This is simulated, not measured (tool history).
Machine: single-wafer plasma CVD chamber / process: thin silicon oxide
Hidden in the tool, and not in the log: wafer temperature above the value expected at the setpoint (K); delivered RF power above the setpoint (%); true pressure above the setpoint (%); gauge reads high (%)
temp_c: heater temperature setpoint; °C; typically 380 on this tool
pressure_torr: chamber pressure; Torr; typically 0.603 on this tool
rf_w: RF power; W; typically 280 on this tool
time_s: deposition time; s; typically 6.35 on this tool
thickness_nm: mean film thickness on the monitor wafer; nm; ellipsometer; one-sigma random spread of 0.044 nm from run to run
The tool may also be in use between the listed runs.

| run | day | temp_c | pressure_torr | rf_w | time_s | wafers since the last listed run | hours since the last thermocouple change | hours since the last RF generator calibration | hours since the last manometer calibration | hours since the showerhead was replaced | hours since the gauge calibration | read-back reference wafer on the same gauge, thickness_nm | thickness_nm |
|---|---|---|---|---|---|---|---|---|---|---|---|---|---|
| 1 | 0.000 | 380 | 0.603 | 280 | 6.35 | 0 | 715.8 | 358.8 | 1113.4 | 5209.3 | 964.8 | 7.134 | 8.053 |
| 2 | 2.188 | 380 | 0.603 | 280 | 6.35 | 1608 | 768.3 | 411.3 | 1165.9 | 5261.8 | 1017.3 | 7.128 | 8.073 |
| 3 | 3.867 | 380 | 0.603 | 280 | 6.35 | 1234 | 808.6 | 451.6 | 1206.2 | 5302.1 | 1057.6 | 7.135 | 8.084 |
| 4 | 5.121 | 375 | 0.603 | 280 | 6.35 | 922 | 838.7 | 481.7 | 1236.3 | 5332.2 | 1087.7 | 7.136 | 8.064 |
| 5 | 7.150 | 380 | 0.603 | 280 | 6.35 | 1491 | 887.4 | 530.4 | 1285.0 | 5380.9 | 1136.4 | 7.142 | 8.005 |
| 6 | 9.946 | 380 | 0.603 | 280 | 6.35 | 2055 | 954.5 | 597.5 | 1352.1 | 5448.0 | 1203.5 | 7.147 | 8.079 |
| 7 | 12.417 | 380 | 0.511 | 245 | 6.35 | 1816 | 1013.8 | 656.8 | 1411.4 | 5507.3 | 1262.8 | 7.142 | 6.479 |
| 8 | 15.167 | 370 | 0.735 | 320 | 5.22 | 2021 | 1079.8 | 722.8 | 1477.4 | 5573.3 | 1328.8 | 7.140 | 8.459 |
|  | 15.750 | capacitance manometer re-zeroed and calibrated |
| 9 | 16.971 | 380 | 0.603 | 315 | 6.35 | 1081 | 1123.1 | 766.1 | 29.3 | 5616.6 | 1372.1 | 7.142 | 8.405 |
| 10 | 18.150 | 380 | 0.692 | 280 | 6.01 | 866 | 1151.4 | 794.4 | 57.6 | 5644.9 | 1400.4 | 7.126 | 8.634 |
|  | 18.529 | showerhead replaced |
| 11 | 21.162 | 380 | 0.603 | 280 | 6.35 | 1969 | 1223.7 | 866.7 | 129.9 | 63.2 | 1472.7 | 7.135 | 7.999 |
| 12 | 23.146 | 380 | 0.603 | 280 | 6.35 | 1458 | 1271.3 | 914.3 | 177.5 | 110.8 | 1520.3 | 7.146 | 8.055 |
| 13 | 25.212 | 380 | 0.603 | 235 | 5.59 | 1519 | 1320.9 | 963.9 | 227.1 | 160.4 | 1569.9 | 7.138 | 6.390 |
| 14 | 26.896 | 380 | 0.728 | 245 | 6.35 | 1237 | 1361.3 | 1004.3 | 267.5 | 200.8 | 1610.3 | 7.145 | 8.835 |
| 15 | 29.117 | 366 | 0.603 | 280 | 6.35 | 1632 | 1414.6 | 1057.6 | 320.8 | 254.1 | 1663.6 | 7.144 | 8.085 |
|  | 35.312 | RF generator calibrated |
| 16 | 36.021 | 380 | 0.460 | 335 | 5.70 | 4830 | 1580.3 | 17.0 | 486.5 | 419.8 | 1829.3 | 7.135 | 6.287 |
| 17 | 40.008 | 380 | 0.603 | 280 | 6.35 | 2931 | 1676.0 | 112.7 | 582.2 | 515.5 | 1925.0 | 7.140 | 8.261 |
|  | 43.746 | thermocouple changed; heater temperature recalibrated |
| 18 | 46.633 | 390 | 0.745 | 325 | 6.35 | 4625 | 69.3 | 271.7 | 741.2 | 674.5 | 2084.0 | 7.148 | 10.519 |
| 19 | 49.412 | 380 | 0.603 | 280 | 6.71 | 2043 | 136.0 | 338.4 | 807.9 | 741.2 | 2150.7 | 7.134 | 8.487 |
| 20 | 50.825 | 388 | 0.461 | 280 | 6.01 | 1038 | 169.9 | 372.3 | 841.8 | 775.1 | 2184.6 | 7.141 | 5.918 |
| 21 | 53.767 | 387 | 0.524 | 240 | 5.48 | 2162 | 240.5 | 442.9 | 912.4 | 845.7 | 2255.2 | 7.135 | 5.535 |
|  | 53.983 | gauge calibrated |
| 22 | 55.608 | 380 | 0.650 | 320 | 6.35 | 1353 | 284.7 | 487.1 | 956.6 | 889.9 | 39.0 | 7.138 | 9.167 |
| 23 | 56.821 | 380 | 0.603 | 305 | 6.35 | 891 | 313.8 | 516.2 | 985.7 | 919.0 | 68.1 | 7.138 | 8.419 |
| 24 | 59.629 | 395 | 0.492 | 245 | 5.44 | 2064 | 381.2 | 583.6 | 1053.1 | 986.4 | 135.5 | 7.141 | 5.192 |
| 25 | 68.442 | 380 | 0.495 | 250 | 6.35 | 6478 | 592.7 | 795.1 | 1264.6 | 1197.9 | 347.0 | 7.134 | 6.240 |
| 26 | 70.350 | 380 | 0.603 | 280 | 6.35 | 1402 | 638.5 | 840.9 | 1310.4 | 1243.7 | 392.8 | 7.135 | 7.903 |
| 27 | 73.167 | 380 | 0.603 | 235 | 5.59 | 2070 | 706.1 | 908.5 | 1378.0 | 1311.3 | 460.4 | 7.141 | 6.337 |
| 28 | 74.858 | 380 | 0.603 | 320 | 6.88 | 1243 | 746.7 | 949.1 | 1418.6 | 1351.9 | 501.0 | 7.135 | 9.198 |
| 29 | 77.758 | 380 | 0.650 | 320 | 6.35 | 2132 | 816.3 | 1018.7 | 1488.2 | 1421.5 | 570.6 | 7.133 | 9.038 |
| 30 | 79.912 | 371 | 0.536 | 260 | 5.64 | 1583 | 868.0 | 1070.4 | 1539.9 | 1473.2 | 622.3 | 7.129 | 6.077 |

What differs in the tool's unlogged condition from the final listed run ahead of each entry between runs to the first listed run following it?
Runs 8 to 9: capacitance manometer re-zeroed and calibrated (day 15.750)
  delivered RF power above the setpoint (%): -7.43 -> -7.58
  what was measured, less what the result would be without the hidden state, thickness_nm: -0.313 -> -0.322 nm
Runs 10 to 11: showerhead replaced (day 18.529)
  delivered RF power above the setpoint (%): -7.66 -> -7.86
  what was measured, less what the result would be without the hidden state, thickness_nm: -0.362 -> -0.345 nm
Runs 15 to 16: RF generator calibrated (day 35.312)
  delivered RF power above the setpoint (%): -8.24 -> -2.41
  what was measured, less what the result would be without the hidden state, thickness_nm: -0.367 -> -0.072 nm
Runs 17 to 18: thermocouple changed; heater temperature recalibrated (day 43.746)
  delivered RF power above the setpoint (%): -4.1 -> -6.15
  what was measured, less what the result would be without the hidden state, thickness_nm: -0.178 -> -0.315 nm
Runs 21 to 22: gauge calibrated (day 53.983)
  delivered RF power above the setpoint (%): -7.63 -> -7.93
  what was measured, less what the result would be without the hidden state, thickness_nm: -0.248 -> -0.364 nm
